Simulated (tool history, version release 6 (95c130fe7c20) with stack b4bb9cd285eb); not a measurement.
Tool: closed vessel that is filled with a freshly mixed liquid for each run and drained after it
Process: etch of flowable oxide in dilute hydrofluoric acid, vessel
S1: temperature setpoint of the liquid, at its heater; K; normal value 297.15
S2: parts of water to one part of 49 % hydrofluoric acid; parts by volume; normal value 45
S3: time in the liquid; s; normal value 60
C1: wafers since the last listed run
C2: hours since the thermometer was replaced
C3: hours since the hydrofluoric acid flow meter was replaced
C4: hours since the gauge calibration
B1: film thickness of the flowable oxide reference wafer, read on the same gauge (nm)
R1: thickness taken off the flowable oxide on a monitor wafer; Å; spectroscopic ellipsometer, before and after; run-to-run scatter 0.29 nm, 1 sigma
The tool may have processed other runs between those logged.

Run 1, hour 0.0: usual settings; C1 0; C2 64.2; C3 1479.6; C4 749.5; B1 80.00. Result: R1 463.8 Å.
Run 2, hour 37.0: usual settings but S1 300.65 K; C1 3415; C2 101.2; C3 1516.6; C4 786.5; B1 79.98. Result: R1 533.3 Å.
Run 3, hour 91.1: usual settings; C1 4994; C2 155.3; C3 1570.7; C4 840.6; B1 79.97. Result: R1 468.3 Å.
At hour 126.8: gauge calibrated.
Run 4, hour 137.3: usual settings but S1 294.15 K, S2 30 parts by volume; C1 4264; C2 201.5; C3 1616.9; C4 10.5; B1 79.97. Result: R1 633.5 Å.
Run 5, hour 187.9: usual settings; C1 4670; C2 252.1; C3 1667.5; C4 61.1; B1 79.99. Result: R1 475.6 Å.
Run 6, hour 214.7: usual settings; C1 2473; C2 278.9; C3 1694.3; C4 87.9; B1 79.99. Result: R1 472.3 Å.
Run 7, hour 248.8: usual settings; C1 3147; C2 313.0; C3 1728.4; C4 122.0; B1 80.00. Result: R1 467.4 Å.
Run 8, hour 306.3: usual settings; C1 5307; C2 370.5; C3 1785.9; C4 179.5; B1 79.96. Result: R1 473.0 Å.
Run 9, hour 336.9: usual settings; C1 2824; C2 401.1; C3 1816.5; C4 210.1; B1 80.03. Result: R1 475.9 Å.
Run 10, hour 383.3: usual settings; C1 4283; C2 447.5; C3 1862.9; C4 256.5; B1 80.00. Result: R1 469.3 Å.
Run 11, hour 441.5: usual settings; C1 5372; C2 505.7; C3 1921.1; C4 314.7; B1 79.96. Result: R1 475.9 Å.
Run 12, hour 491.3: usual settings; C1 4597; C2 555.5; C3 1970.9; C4 364.5; B1 80.03. Result: R1 480.1 Å.
At hour 527.4: thermometer replaced.
Run 13, hour 554.5: usual settings; C1 5741; C2 27.1; C3 2034.1; C4 427.7; B1 80.02. Result: R1 466.9 Å.
At hour 592.6: hydrofluoric acid flow meter replaced.
Run 14, hour 608.7: usual settings; C1 4910; C2 81.3; C3 16.1; C4 481.9; B1 80.01. Result: R1 465.7 Å.
Run 15, hour 679.5: usual settings; C1 6535; C2 152.1; C3 86.9; C4 552.7; B1 79.97. Result: R1 465.3 Å.
Run 16, hour 730.9: usual settings but S3 70 s; C1 4744; C2 203.5; C3 138.3; C4 604.1; B1 79.98. Result: R1 549.8 Å.
Run 17, hour 764.9: usual settings but S2 65 parts by volume, S3 45 s; C1 3138; C2 237.5; C3 172.3; C4 638.1; B1 80.03. Result: R1 235.5 Å.
Run 18, hour 797.0: usual settings but S1 294.15 K; C1 2963; C2 269.6; C3 204.4; C4 670.2; B1 80.05. Result: R1 412.0 Å.
Run 19, hour 835.5: usual settings but S1 299.65 K, S2 25 parts by volume, S3 95 s; C1 3554; C2 308.1; C3 242.9; C4 708.7; B1 80.00. Result: R1 1510.6 Å.
Run 20, hour 891.8: usual settings but S1 294.65 K, S2 25 parts by volume, S3 35 s; C1 5197; C2 364.4; C3 299.2; C4 765.0; B1 79.96. Result: R1 456.5 Å.
Run 21, hour 940.9: usual settings but S1 294.15 K, S2 25 parts by volume, S3 30 s; C1 4532; C2 413.5; C3 348.3; C4 814.1; B1 79.95. Result: R1 383.0 Å.
Run 22, hour 971.8: usual settings; C1 2852; C2 444.4; C3 379.2; C4 845.0; B1 80.03. Result: R1 471.6 Å.
Run 23, hour 1043.2: usual settings; C1 6591; C2 515.8; C3 450.6; C4 916.4; B1 79.99. Result: R1 469.9 Å.
At hour 1046.9: gauge calibrated.
Run 24, hour 1087.6: usual settings but S1 299.65 K, S2 25 parts by volume; C1 4098; C2 560.2; C3 495.0; C4 40.7; B1 79.96. Result: R1 970.6 Å.
Run 25, hour 1118.2: usual settings but S1 301.15 K, S2 35 parts by volume, S3 75 s; C1 2824; C2 590.8; C3 525.6; C4 71.3; B1 80.01. Result: R1 907.5 Å.
At hour 1131.7: thermometer replaced.
Run 26, hour 1144.4: usual settings but S1 302.15 K, S2 35 parts by volume, S3 90 s; C1 2326; C2 12.7; C3 551.8; C4 97.5; B1 80.00. Result: R1 1105.5 Å.
Run 27, hour 1168.6: usual settings but S2 60 parts by volume; C1 2233; C2 36.9; C3 576.0; C4 121.7; B1 80.02. Result: R1 338.9 Å.
Run 28, hour 1205.7: usual settings but S2 50 parts by volume; C1 3424; C2 74.0; C3 613.1; C4 158.8; B1 79.97. Result: R1 413.5 Å.
Run 29, hour 1271.4: usual settings but S1 301.15 K, S2 25 parts by volume, S3 30 s; C1 6064; C2 139.7; C3 678.8; C4 224.5; B1 79.98. Result: R1 508.4 Å.
Run 30, hour 1324.4: usual settings but S1 293.65 K, S2 40 parts by volume, S3 80 s; C1 4892; C2 192.7; C3 731.8; C4 277.5; B1 79.97. Result: R1 613.5 Å.
Run 31, hour 1360.7: usual settings; C1 3350; C2 229.0; C3 768.1; C4 313.8; B1 80.00. Result: R1 472.4 Å.
Run 32, hour 1422.6: usual settings but S1 292.15 K, S3 45 s; C1 5714; C2 290.9; C3 830.0; C4 375.7; B1 80.00. Result: R1 287.0 Å.
Run 33, hour 1481.9: usual settings but S1 293.65 K, S2 40 parts by volume, S3 80 s; C1 5474; C2 350.2; C3 889.3; C4 435.0; B1 80.01. Result: R1 620.0 Å.
Run 34, hour 1534.0: usual settings; C1 4809; C2 402.3; C3 941.4; C4 487.1; B1 80.00. Result: R1 476.8 Å.

3 options for the next run, each taken on its own from the tool as it stands now. Forecast them:
Run A, hour 1534.7: usual settings; C1 64; C2 403.0; C3 942.1; C4 487.8; B1 ?. Result: R1 ?.
Run B, hour 1534.7: usual settings but S1 295.65 K; C1 64; C2 403.0; C3 942.1; C4 487.8; B1 ?. Result: R1 ?.
Run C, hour 1534.7: usual settings but S1 295.65 K, S2 60 parts by volume, S3 80 s; C1 64; C2 403.0; C3 942.1; C4 487.8; B1 ?. Result: R1 ?.

run     B1     R1
  A  80.03  469.4
  B  80.03  441.2
  C  80.03  432.7
Without the tool's hidden state the same runs would have given:
run     R1
  A  458.3
  B  430.6
  C  422.5
